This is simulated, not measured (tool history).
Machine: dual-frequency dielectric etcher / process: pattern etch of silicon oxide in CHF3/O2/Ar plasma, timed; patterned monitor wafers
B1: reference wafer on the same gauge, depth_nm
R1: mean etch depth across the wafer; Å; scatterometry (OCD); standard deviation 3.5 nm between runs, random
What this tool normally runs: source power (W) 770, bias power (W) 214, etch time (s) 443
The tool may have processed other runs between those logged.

Run 1, day 0: usual settings but bias power (W) 197; B1 1211. Result: R1 9385 Å.
Run 2, day 0.325: usual settings but bias power (W) 197; B1 1208.9. Result: R1 9461 Å.
Run 3, day 0.788: usual settings but bias power (W) 197; B1 1210.4. Result: R1 9443 Å.
Run 4, day 1.462: usual settings; B1 1209.3. Result: R1 9728 Å.
Run 5, day 1.862: usual settings but source power (W) 850, etch time (s) 408.5; B1 1210.3. Result: R1 9155 Å.
Run 6, day 2.492: usual settings but source power (W) 850, etch time (s) 408.5; B1 1210.5. Result: R1 9187 Å.
At day 2.679: bias power generator calibrated.
Run 7, day 2.867: usual settings but source power (W) 850, etch time (s) 408.5; B1 1210.9. Result: R1 9158 Å.
Run 8, day 3.233: usual settings but etch time (s) 544.5; B1 1208.1. Result: R1 11778 Å.
Run 9, day 3.567: usual settings; B1 1210.8. Result: R1 9680 Å.
Run 10, day 4.162: usual settings but source power (W) 690, bias power (W) 166, etch time (s) 330; B1 1210.2. Result: R1 6468 Å.
Run 11, day 4.617: usual settings; B1 1210.7. Result: R1 9618 Å.
At day 5.579: gauge calibrated.
At day 5.779: wet clean of the chamber.
At day 6.708: upper electrode replaced.
Run 12, day 6.729: usual settings but source power (W) 690; B1 1211. Result: R1 9812 Å.
Run 13, day 6.746: usual settings but source power (W) 900, bias power (W) 261, etch time (s) 571; B1 1211.3. Result: R1 14551 Å.
Run 14, day 6.767: usual settings but source power (W) 630, bias power (W) 255, etch time (s) 363; B1 1211. Result: R1 8230 Å.
Run 15, day 6.783: usual settings but source power (W) 850, etch time (s) 318.5; B1 1209.4. Result: R1 7522 Å.
Run 16, day 7.004: usual settings but bias power (W) 259, etch time (s) 561; B1 1211. Result: R1 13527 Å.
Run 17, day 7.529: usual settings but bias power (W) 231, etch time (s) 485; B1 1210.2. Result: R1 11320 Å.
At day 7.779: source power generator calibrated.
Run 18, day 8.092: usual settings; B1 1211.2. Result: R1 10086 Å.
Run 19, day 8.421: usual settings but source power (W) 880, etch time (s) 403; B1 1210.6. Result: R1 9627 Å.
Run 20, day 9.171: usual settings but etch time (s) 494.5; B1 1209.9. Result: R1 11306 Å.
Run 21, day 9.496: usual settings but source power (W) 610, bias power (W) 192, etch time (s) 556; B1 1211.6. Result: R1 11408 Å.
Run 22, day 9.788: usual settings but source power (W) 870, etch time (s) 361; B1 1210.9. Result: R1 8552 Å.
Run 23, day 10.167: usual settings but bias power (W) 167; B1 1208.7. Result: R1 9436 Å.
Run 24, day 10.842: usual settings but source power (W) 630, bias power (W) 267, etch time (s) 488; B1 1212.1. Result: R1 11078 Å.
Run 25, day 11.367: usual settings; B1 1209.2. Result: R1 10040 Å.
Run 26, day 11.692: usual settings but source power (W) 920, bias power (W) 256, etch time (s) 336.5; B1 1210.1. Result: R1 8546 Å.
Run 27, day 12.067: usual settings; B1 1209.9. Result: R1 10057 Å.
Run 28, day 12.646: usual settings but bias power (W) 190; B1 1210.1. Result: R1 9717 Å.
Run 29, day 13.275: usual settings but source power (W) 610, bias power (W) 174, etch time (s) 343; B1 1210.7. Result: R1 6800 Å.

Below are 5 alternative next runs, each starting from the tool's condition after run 29. Predict each:
Run A, day 13.296: usual settings; B1 ?. Result: R1 ?.
Run B, day 13.296: usual settings but bias power (W) 173; B1 ?. Result: R1 ?.
Run C, day 13.296: usual settings but source power (W) 620, bias power (W) 172, etch time (s) 479; B1 ?. Result: R1 ?.
Run D, day 13.296: usual settings but source power (W) 660, bias power (W) 177, etch time (s) 369.5; B1 ?. Result: R1 ?.
Run E, day 13.296: usual settings but etch time (s) 526; B1 ?. Result: R1 ?.

run      B1     R1
  A  1209.5  10097
  B  1209.5   9522
  C  1209.5   9605
  D  1209.5   7612
  E  1209.5  11989
Stripped of hidden state, with their random variation kept, the same runs would have yielded:
run     R1
  A  10236
  B   9653
  C   9737
  D   7717
  E  12154
